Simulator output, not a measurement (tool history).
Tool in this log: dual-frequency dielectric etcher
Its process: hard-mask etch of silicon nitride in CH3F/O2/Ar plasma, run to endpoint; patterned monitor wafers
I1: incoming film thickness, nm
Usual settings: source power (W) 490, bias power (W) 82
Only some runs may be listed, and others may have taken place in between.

run 1 hour=0 | source_power_(W)=580 bias_power_(W)=82 | I1=41.39 | endpoint_time_(s)=48.3
run 2 hour=11.2 | source_power_(W)=540 bias_power_(W)=82 | I1=40.86 | endpoint_time_(s)=49.4
run 3 hour=18.6 | source_power_(W)=540 bias_power_(W)=82 | I1=40.95 | endpoint_time_(s)=49.6
run 4 hour=29.4 | source_power_(W)=560 bias_power_(W)=82 | I1=41.27 | endpoint_time_(s)=49.1
run 5 hour=44.2 | source_power_(W)=560 bias_power_(W)=82 | I1=41.38 | endpoint_time_(s)=49.5
run 6 hour=58.9 | source_power_(W)=400 bias_power_(W)=70 | I1=40.89 | endpoint_time_(s)=61
run 7 hour=76.2 | source_power_(W)=420 bias_power_(W)=82 | I1=41.05 | endpoint_time_(s)=56.8
run 8 hour=91.8 | source_power_(W)=420 bias_power_(W)=82 | I1=41.45 | endpoint_time_(s)=57.5
run 9 hour=109.5 | source_power_(W)=490 bias_power_(W)=82 | I1=41.2 | endpoint_time_(s)=52.8
run 10 hour=126.9 | source_power_(W)=490 bias_power_(W)=82 | I1=41.12 | endpoint_time_(s)=52.6
-- hour=153.3 bias power generator calibrated
run 11 hour=167 | source_power_(W)=490 bias_power_(W)=82 | I1=41.24 | endpoint_time_(s)=52.5
run 12 hour=177.2 | source_power_(W)=490 bias_power_(W)=82 | I1=41.14 | endpoint_time_(s)=52.8
run 13 hour=186 | source_power_(W)=490 bias_power_(W)=82 | I1=41.08 | endpoint_time_(s)=52.4
run 14 hour=203.9 | source_power_(W)=490 bias_power_(W)=82 | I1=41.16 | endpoint_time_(s)=52.7
run 15 hour=214.8 | source_power_(W)=490 bias_power_(W)=82 | I1=40.8 | endpoint_time_(s)=52.6
run 16 hour=223 | source_power_(W)=490 bias_power_(W)=97 | I1=41.24 | endpoint_time_(s)=50.4
run 17 hour=232.2 | source_power_(W)=490 bias_power_(W)=97 | I1=41.43 | endpoint_time_(s)=50.6
-- hour=249.5 source power generator calibrated
run 18 hour=250 | source_power_(W)=490 bias_power_(W)=82 | I1=41.04 | endpoint_time_(s)=52.8
run 19 hour=264.8 | source_power_(W)=490 bias_power_(W)=97 | I1=41.45 | endpoint_time_(s)=51
-- hour=293.3 wet clean of the chamber
-- hour=316.8 upper electrode replaced
run 20 hour=317.3 | source_power_(W)=550 bias_power_(W)=65 | I1=41.26 | endpoint_time_(s)=52.4
run 21 hour=317.7 | source_power_(W)=600 bias_power_(W)=89 | I1=41.4 | endpoint_time_(s)=46.5
run 22 hour=318 | source_power_(W)=560 bias_power_(W)=62 | I1=41.2 | endpoint_time_(s)=52.7
run 23 hour=318.3 | source_power_(W)=450 bias_power_(W)=82 | I1=41.32 | endpoint_time_(s)=54.8
run 24 hour=331.8 | source_power_(W)=490 bias_power_(W)=68 | I1=41.17 | endpoint_time_(s)=55.2
run 25 hour=361.5 | source_power_(W)=490 bias_power_(W)=82 | I1=41.48 | endpoint_time_(s)=52.6
run 26 hour=369.7 | source_power_(W)=540 bias_power_(W)=96 | I1=40.92 | endpoint_time_(s)=47.4
run 27 hour=383 | source_power_(W)=530 bias_power_(W)=63 | I1=41.15 | endpoint_time_(s)=53.9
run 28 hour=392.1 | source_power_(W)=490 bias_power_(W)=75 | I1=41.32 | endpoint_time_(s)=53.9
run 29 hour=410.1 | source_power_(W)=400 bias_power_(W)=63 | I1=41.16 | endpoint_time_(s)=63
run 30 hour=423 | source_power_(W)=490 bias_power_(W)=82 | I1=40.9 | endpoint_time_(s)=52.4
run 31 hour=466.9 | source_power_(W)=520 bias_power_(W)=91 | I1=41.32 | endpoint_time_(s)=49.7
run 32 hour=474.5 | source_power_(W)=580 bias_power_(W)=96 | I1=41.68 | endpoint_time_(s)=46.6
run 33 hour=521.1 | source_power_(W)=400 bias_power_(W)=91 | I1=40.68 | endpoint_time_(s)=56.2
run 34 hour=531.8 | source_power_(W)=380 bias_power_(W)=65 | I1=41.71 | endpoint_time_(s)=65.7
run 35 hour=544.5 | source_power_(W)=490 bias_power_(W)=82 | I1=41.49 | endpoint_time_(s)=52.9
run 36 hour=551.4 | source_power_(W)=490 bias_power_(W)=64 | I1=41.67 | endpoint_time_(s)=57.1

Predict each of these 3 candidate next runs independently; none follows another, all start after run 36:
run A hour=551.8 | source_power_(W)=400 bias_power_(W)=82 | I1=41.28 | endpoint_time_(s)=?
run B hour=551.8 | source_power_(W)=490 bias_power_(W)=88 | I1=41.28 | endpoint_time_(s)=?
run C hour=551.8 | source_power_(W)=580 bias_power_(W)=98 | I1=41.28 | endpoint_time_(s)=?

run=A endpoint_time_(s)=58.7
run=B endpoint_time_(s)=51.6
run=C endpoint_time_(s)=45.9
Without the tool's hidden state the same runs would have given:
run=A endpoint_time_(s)=58.1
run=B endpoint_time_(s)=51
run=C endpoint_time_(s)=45.4

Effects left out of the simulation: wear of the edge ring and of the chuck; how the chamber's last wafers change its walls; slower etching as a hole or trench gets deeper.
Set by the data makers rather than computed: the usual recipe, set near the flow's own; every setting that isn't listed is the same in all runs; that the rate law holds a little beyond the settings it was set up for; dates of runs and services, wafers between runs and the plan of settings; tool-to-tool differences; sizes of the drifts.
